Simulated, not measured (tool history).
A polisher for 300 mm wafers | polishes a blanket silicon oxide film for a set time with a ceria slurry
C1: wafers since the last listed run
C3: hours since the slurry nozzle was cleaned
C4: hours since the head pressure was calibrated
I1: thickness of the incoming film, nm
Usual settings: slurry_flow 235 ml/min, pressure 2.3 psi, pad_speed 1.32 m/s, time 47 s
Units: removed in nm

run 1 day=0 | slurry_flow=235 pressure=2.8 pad_speed=1.32 time=51 | C1=0 wafers_polished_on_this_pad=4890 C3=360.3 C4=549.5 | I1=1734.5 | removed=273.4
run 2 day=1.738 | slurry_flow=285 pressure=2.3 pad_speed=1.18 time=47 | C1=461 wafers_polished_on_this_pad=5351 C3=402 C4=591.2 | I1=1773.7 | removed=198.3
-- day=3.325 worn pad replaced by a new one
-- day=4.429 head pressure recalibrated
run 3 day=4.608 | slurry_flow=235 pressure=2.6 pad_speed=1.32 time=58 | C1=696 wafers_polished_on_this_pad=318 C3=470.9 C4=4.3 | I1=1786.3 | removed=286.4
run 4 day=6.946 | slurry_flow=235 pressure=2.6 pad_speed=1.32 time=58 | C1=620 wafers_polished_on_this_pad=939 C3=527 C4=60.4 | I1=1771.6 | removed=287.1
run 5 day=8.362 | slurry_flow=235 pressure=2.6 pad_speed=1.32 time=58 | C1=376 wafers_polished_on_this_pad=1315 C3=561 C4=94.4 | I1=1763.4 | removed=281.4
run 6 day=9.829 | slurry_flow=185 pressure=2.3 pad_speed=1.32 time=47 | C1=389 wafers_polished_on_this_pad=1705 C3=596.2 C4=129.6 | I1=1757.2 | removed=191.2
run 7 day=11.212 | slurry_flow=185 pressure=2.3 pad_speed=1.32 time=47 | C1=367 wafers_polished_on_this_pad=2072 C3=629.4 C4=162.8 | I1=1765.6 | removed=189.5
run 8 day=13.7 | slurry_flow=235 pressure=2.3 pad_speed=1.32 time=47 | C1=660 wafers_polished_on_this_pad=2733 C3=689.1 C4=222.5 | I1=1781 | removed=201.1
-- day=14.038 slurry nozzle cleaned
run 9 day=15.404 | slurry_flow=235 pressure=2.3 pad_speed=1.32 time=47 | C1=441 wafers_polished_on_this_pad=3174 C3=32.8 C4=263.4 | I1=1750.7 | removed=207.7
run 10 day=16.917 | slurry_flow=235 pressure=2.3 pad_speed=1.32 time=47 | C1=401 wafers_polished_on_this_pad=3576 C3=69.1 C4=299.7 | I1=1757.5 | removed=207.7
run 11 day=19.208 | slurry_flow=235 pressure=2.3 pad_speed=1.32 time=47 | C1=608 wafers_polished_on_this_pad=4185 C3=124.1 C4=354.7 | I1=1768 | removed=209.2
run 12 day=20.571 | slurry_flow=270 pressure=2.7 pad_speed=1.32 time=47 | C1=361 wafers_polished_on_this_pad=4546 C3=156.8 C4=387.4 | I1=1768 | removed=253
run 13 day=21.933 | slurry_flow=235 pressure=2.3 pad_speed=1.54 time=47 | C1=361 wafers_polished_on_this_pad=4908 C3=189.5 C4=420.1 | I1=1765.6 | removed=230.5
run 14 day=24.021 | slurry_flow=235 pressure=2.3 pad_speed=1.32 time=37 | C1=554 wafers_polished_on_this_pad=5463 C3=239.6 C4=470.2 | I1=1757.5 | removed=160.9
run 15 day=26.583 | slurry_flow=235 pressure=2.3 pad_speed=1 time=47 | C1=680 wafers_polished_on_this_pad=6143 C3=301.1 C4=531.7 | I1=1799.3 | removed=182
-- day=27.496 worn pad replaced by a new one
run 16 day=29.417 | slurry_flow=295 pressure=1.5 pad_speed=1.32 time=47 | C1=708 wafers_polished_on_this_pad=509 C3=369.1 C4=599.7 | I1=1790.1 | removed=140.8
-- day=32.392 head pressure recalibrated
run 17 day=32.408 | slurry_flow=235 pressure=3 pad_speed=1.04 time=47 | C1=772 wafers_polished_on_this_pad=1282 C3=440.9 C4=0.4 | I1=1781.1 | removed=238.3
run 18 day=34.667 | slurry_flow=235 pressure=2.3 pad_speed=1.32 time=47 | C1=599 wafers_polished_on_this_pad=1881 C3=495.1 C4=54.6 | I1=1788.7 | removed=206.5
run 19 day=37.1 | slurry_flow=235 pressure=2 pad_speed=1.32 time=47 | C1=646 wafers_polished_on_this_pad=2528 C3=553.5 C4=113 | I1=1765.3 | removed=182.1
-- day=40.867 slurry nozzle cleaned
run 20 day=44.296 | slurry_flow=235 pressure=2.3 pad_speed=1.68 time=41 | C1=1899 wafers_polished_on_this_pad=4428 C3=82.3 C4=285.7 | I1=1748 | removed=214.2
run 21 day=47.283 | slurry_flow=235 pressure=1.5 pad_speed=1.58 time=61 | C1=793 wafers_polished_on_this_pad=5221 C3=154 C4=357.4 | I1=1775.7 | removed=202.4
run 22 day=49.538 | slurry_flow=235 pressure=3 pad_speed=1.74 time=35 | C1=598 wafers_polished_on_this_pad=5820 C3=208.1 C4=411.5 | I1=1784.4 | removed=243.4
-- day=49.804 worn pad replaced by a new one
run 23 day=51.979 | slurry_flow=200 pressure=2 pad_speed=1.32 time=47 | C1=604 wafers_polished_on_this_pad=577 C3=266.7 C4=470.1 | I1=1789.7 | removed=177.1
run 24 day=54.029 | slurry_flow=235 pressure=2.6 pad_speed=0.92 time=62 | C1=544 wafers_polished_on_this_pad=1121 C3=315.9 C4=519.3 | I1=1770.8 | removed=260.8
run 25 day=56.342 | slurry_flow=205 pressure=1.6 pad_speed=0.92 time=36 | C1=614 wafers_polished_on_this_pad=1735 C3=371.4 C4=574.8 | I1=1797.8 | removed=89.8
run 26 day=57.671 | slurry_flow=235 pressure=2.3 pad_speed=1.32 time=47 | C1=352 wafers_polished_on_this_pad=2088 C3=403.3 C4=606.7 | I1=1775.6 | removed=205.1
run 27 day=60.121 | slurry_flow=235 pressure=2.3 pad_speed=1.32 time=47 | C1=650 wafers_polished_on_this_pad=2739 C3=462.1 C4=665.5 | I1=1741.8 | removed=207.9
-- day=61.517 head pressure recalibrated
run 28 day=62.579 | slurry_flow=235 pressure=2.3 pad_speed=1.62 time=47 | C1=630 wafers_polished_on_this_pad=3370 C3=521.1 C4=25.5 | I1=1777.9 | removed=234.2
run 29 day=65.242 | slurry_flow=215 pressure=2 pad_speed=1.62 time=60 | C1=707 wafers_polished_on_this_pad=4077 C3=585 C4=89.4 | I1=1759.7 | removed=256.6
run 30 day=67.229 | slurry_flow=235 pressure=2.3 pad_speed=1.32 time=60 | C1=527 wafers_polished_on_this_pad=4605 C3=632.7 C4=137.1 | I1=1760.4 | removed=260.3
-- day=69.633 worn pad replaced by a new one
run 31 day=70.038 | slurry_flow=235 pressure=2.8 pad_speed=1.06 time=47 | C1=701 wafers_polished_on_this_pad=107 C3=700.1 C4=204.5 | I1=1744.4 | removed=215.9
-- day=70.221 slurry nozzle cleaned
run 32 day=72.071 | slurry_flow=235 pressure=2.3 pad_speed=1.32 time=47 | C1=528 wafers_polished_on_this_pad=636 C3=44.4 C4=253.3 | I1=1792.1 | removed=209.7
run 33 day=74.071 | slurry_flow=235 pressure=2.3 pad_speed=1.64 time=47 | C1=531 wafers_polished_on_this_pad=1167 C3=92.4 C4=301.3 | I1=1751.5 | removed=243.9
run 34 day=76.529 | slurry_flow=235 pressure=2.3 pad_speed=1.32 time=47 | C1=652 wafers_polished_on_this_pad=1820 C3=151.4 C4=360.3 | I1=1777.5 | removed=211.6
run 35 day=78.933 | slurry_flow=235 pressure=3 pad_speed=1.32 time=42 | C1=638 wafers_polished_on_this_pad=2458 C3=209.1 C4=418 | I1=1771.7 | removed=238.7
run 36 day=81.512 | slurry_flow=280 pressure=2.3 pad_speed=1.32 time=38 | C1=684 wafers_polished_on_this_pad=3143 C3=271 C4=479.9 | I1=1790.7 | removed=174
run 37 day=83.408 | slurry_flow=235 pressure=2.3 pad_speed=1.32 time=47 | C1=503 wafers_polished_on_this_pad=3647 C3=316.5 C4=525.4 | I1=1754.7 | removed=210.2

Forecast each of these 4 alternatives for the next run:
run A day=83.425 | slurry_flow=235 pressure=2.3 pad_speed=1.32 time=47 | C1=4 wafers_polished_on_this_pad=3651 C3=316.9 C4=525.8 | I1=1782 | removed=?
run B day=83.425 | slurry_flow=235 pressure=2.3 pad_speed=1.6 time=39 | C1=4 wafers_polished_on_this_pad=3651 C3=316.9 C4=525.8 | I1=1782 | removed=?
run C day=83.425 | slurry_flow=235 pressure=2.7 pad_speed=1.48 time=32 | C1=4 wafers_polished_on_this_pad=3651 C3=316.9 C4=525.8 | I1=1782 | removed=?
run D day=83.425 | slurry_flow=195 pressure=2.3 pad_speed=1.68 time=61 | C1=4 wafers_polished_on_this_pad=3651 C3=316.9 C4=525.8 | I1=1782 | removed=?

run=A removed=211.8
run=B removed=198.1
run=C removed=181.6
run=D removed=311.2
Without the tool's hidden state the same runs would have given:
run=A removed=215.3
run=B removed=201.3
run=C removed=184.6
run=D removed=317.3
